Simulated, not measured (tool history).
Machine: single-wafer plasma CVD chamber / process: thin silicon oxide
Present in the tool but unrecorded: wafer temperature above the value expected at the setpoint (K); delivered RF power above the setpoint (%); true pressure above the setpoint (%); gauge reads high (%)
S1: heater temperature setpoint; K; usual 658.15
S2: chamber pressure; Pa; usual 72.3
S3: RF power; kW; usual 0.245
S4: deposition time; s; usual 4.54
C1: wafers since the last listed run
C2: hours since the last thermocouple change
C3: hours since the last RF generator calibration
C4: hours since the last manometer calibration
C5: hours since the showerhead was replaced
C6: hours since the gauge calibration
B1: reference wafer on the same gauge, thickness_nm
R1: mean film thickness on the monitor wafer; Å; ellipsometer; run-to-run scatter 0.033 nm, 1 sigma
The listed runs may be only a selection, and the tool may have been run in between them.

| run | day | S1 | S2 | S3 | S4 | C1 | C2 | C3 | C4 | C5 | C6 | B1 | R1 |
|---|---|---|---|---|---|---|---|---|---|---|---|---|---|
| 1 | 0 | 658.15 | 72.3 | 0.245 | 4.54 | 0 | 1407.5 | 406.5 | 1303.2 | 3363.9 | 448.1 | 4.521 | 59.27 |
|  | 0.217 | thermocouple changed; heater temperature recalibrated |
| 2 | 2.338 | 658.15 | 72.3 | 0.245 | 4.54 | 1583 | 50.9 | 462.6 | 1359.3 | 3420 | 504.2 | 4.513 | 59.68 |
| 3 | 6.538 | 658.15 | 72.3 | 0.245 | 4.54 | 3135 | 151.7 | 563.4 | 1460.1 | 3520.8 | 605 | 4.517 | 59.18 |
| 4 | 10.429 | 658.15 | 72.3 | 0.245 | 4.54 | 2905 | 245.1 | 656.8 | 1553.5 | 3614.2 | 698.4 | 4.518 | 59.74 |
| 5 | 13.254 | 658.15 | 72.3 | 0.245 | 4.54 | 2109 | 312.9 | 724.6 | 1621.3 | 3682 | 766.2 | 4.516 | 59.91 |
| 6 | 15.117 | 658.15 | 72.3 | 0.245 | 4.54 | 1390 | 357.6 | 769.3 | 1666 | 3726.7 | 810.9 | 4.52 | 60.08 |
| 7 | 17.133 | 658.15 | 72.3 | 0.245 | 4.54 | 1505 | 406 | 817.7 | 1714.4 | 3775.1 | 859.3 | 4.514 | 58.93 |
|  | 18.692 | RF generator calibrated |
| 8 | 21.479 | 658.15 | 80.1 | 0.245 | 4.54 | 2995 | 510.3 | 66.9 | 1818.7 | 3879.4 | 963.6 | 4.526 | 65.76 |
| 9 | 23.267 | 658.15 | 80.1 | 0.245 | 4.54 | 1334 | 553.2 | 109.8 | 1861.6 | 3922.3 | 1006.5 | 4.533 | 65.91 |
|  | 27.746 | gauge calibrated |
| 10 | 28.204 | 658.15 | 80.1 | 0.245 | 4.54 | 3686 | 671.7 | 228.3 | 1980.1 | 4040.8 | 11 | 4.506 | 66.59 |
| 11 | 31.85 | 658.15 | 72.3 | 0.245 | 4.54 | 2722 | 759.2 | 315.8 | 2067.6 | 4128.3 | 98.5 | 4.519 | 60.39 |
| 12 | 33.538 | 658.15 | 85.7 | 0.245 | 4.54 | 1259 | 799.7 | 356.3 | 2108.1 | 4168.8 | 139 | 4.524 | 70.95 |
|  | 34.217 | capacitance manometer re-zeroed and calibrated |
| 13 | 36.871 | 658.15 | 64.8 | 0.215 | 4.17 | 2239 | 879.7 | 436.3 | 63.7 | 4248.8 | 219 | 4.507 | 44.92 |
|  | 47.367 | RF generator calibrated |
|  | 47.683 | showerhead replaced |
| 14 | 49.142 | 665.15 | 72.3 | 0.245 | 3.74 | 8676 | 1174.2 | 42.6 | 358.2 | 35 | 513.5 | 4.518 | 47.72 |
| 15 | 53.371 | 658.15 | 72.3 | 0.285 | 4.54 | 3157 | 1275.7 | 144.1 | 459.7 | 136.5 | 615 | 4.533 | 61.58 |
|  | 54.038 | thermocouple changed; heater temperature recalibrated |
| 16 | 55.412 | 669.15 | 62.4 | 0.2 | 5.34 | 1275 | 33 | 193.1 | 508.7 | 185.5 | 664 | 4.519 | 54.85 |
| 17 | 57.588 | 649.15 | 62.5 | 0.225 | 3.98 | 1623 | 85.2 | 245.3 | 560.9 | 237.7 | 716.2 | 4.517 | 43.76 |
| 18 | 59.475 | 668.15 | 62.7 | 0.275 | 3.87 | 1409 | 130.5 | 290.6 | 606.2 | 283 | 761.5 | 4.532 | 45.48 |
| 19 | 62.612 | 658.15 | 72.3 | 0.245 | 4.54 | 2342 | 205.8 | 365.9 | 681.5 | 358.3 | 836.8 | 4.521 | 59.49 |
| 20 | 64.121 | 658.15 | 55.6 | 0.245 | 4.77 | 1126 | 242 | 402.1 | 717.7 | 394.5 | 873 | 4.52 | 48.04 |
| 21 | 66.404 | 658.15 | 58.7 | 0.245 | 5.39 | 1704 | 296.8 | 456.9 | 772.5 | 449.3 | 927.8 | 4.513 | 57.86 |
| 22 | 68.483 | 658.15 | 72.3 | 0.245 | 4.54 | 1552 | 346.7 | 506.8 | 822.4 | 499.2 | 977.7 | 4.519 | 59.95 |
| 23 | 72.671 | 658.15 | 85.2 | 0.225 | 4.54 | 3126 | 447.2 | 607.3 | 922.9 | 599.7 | 1078.2 | 4.523 | 68.85 |

Consider 3 possible next runs. They are alternatives, not a sequence: every one starts from the tool as it was left by run 23. What does each give?
| A | 72.688 | 658.15 | 72.3 | 0.245 | 4.54 | 12 | 447.6 | 607.7 | 923.3 | 600.1 | 1078.6 | ? | ? |
| B | 72.688 | 649.15 | 72.3 | 0.2 | 3.93 | 12 | 447.6 | 607.7 | 923.3 | 600.1 | 1078.6 | ? | ? |
| C | 72.688 | 658.15 | 72.3 | 0.205 | 4.54 | 12 | 447.6 | 607.7 | 923.3 | 600.1 | 1078.6 | ? | ? |

| run | B1 | R1 |
|---|---|---|
| A | 4.511 | 60.28 |
| B | 4.511 | 48.56 |
| C | 4.511 | 56.34 |
The same runs, with their run-to-run variation unchanged, on a tool lacking any hidden condition would have given:
| run | R1 |
|---|---|
| A | 56.33 |
| B | 45.38 |
| C | 52.65 |
